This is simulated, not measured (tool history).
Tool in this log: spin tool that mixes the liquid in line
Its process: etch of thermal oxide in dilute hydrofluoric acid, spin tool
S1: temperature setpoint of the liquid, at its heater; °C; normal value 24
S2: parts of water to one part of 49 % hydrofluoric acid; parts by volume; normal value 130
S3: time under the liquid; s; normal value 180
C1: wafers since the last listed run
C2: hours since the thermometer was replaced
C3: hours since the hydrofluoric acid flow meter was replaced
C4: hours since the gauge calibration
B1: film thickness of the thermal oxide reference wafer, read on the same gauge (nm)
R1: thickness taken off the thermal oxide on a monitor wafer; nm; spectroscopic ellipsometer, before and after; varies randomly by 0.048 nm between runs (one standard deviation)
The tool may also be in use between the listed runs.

run	day	S1	S2	S3	C1	C2	C3	C4	B1	R1
1	0	24	130	180	0	593.4	1661.5	114.5	130	6.84
2	1.379	24	130	180	157	626.5	1694.6	147.6	130.01	7
3	2.642	24	130	180	143	656.8	1724.9	177.9	129.98	7.02
4	3.688	20.5	130	180	119	681.9	1750	203	129.98	6.15
5	6.279	20.5	130	180	295	744.1	1812.2	265.2	130	6.16
6	7.288	24	130	225	114	768.3	1836.4	289.4	129.99	8.79
7	9.746	24	130	225	280	827.3	1895.4	348.4	129.99	9.06
8	10.888	28.5	185	265	130	854.7	1922.8	375.8	130.01	8.2
9	13.783	19	195	260	329	924.2	1992.3	445.3	130	5.27
10	15.983	27.5	190	265	250	977	2045.1	498.1	130.02	7.71
# day 16.254: thermometer replaced
11	18.929	24	130	225	330	64.2	2115.8	568.8	130.02	8.31
# day 19.112: gauge calibrated
12	20.171	24	130	180	141	94	2145.6	25.4	130	6.71
# day 20.521: hydrofluoric acid flow meter replaced
13	22.983	22.5	100	150	315	161.5	59.1	92.9	130.01	6.45
14	25.408	27	95	240	276	219.7	117.3	151.1	129.99	13.3
15	28.167	20	130	180	314	285.9	183.5	217.3	130.01	5.35

What was the tool's hidden state at every run in the log?
gauge reads high (%): 0 in every run
H1: liquid hotter than its thermometer reads (K)
H2: hydrofluoric acid flow above the setpoint (%)
run	H1	H2
1	1.93	7.58
2	2	7.73
3	2.08	7.86
4	2.13	7.98
5	2.28	8.26
6	2.34	8.37
7	2.48	8.63
8	2.54	8.76
9	2.7	9.07
10	2.83	9.31
11	0.621	9.63
12	0.691	9.76
13	0.849	1.27
14	0.986	1.53
15	1.14	1.83
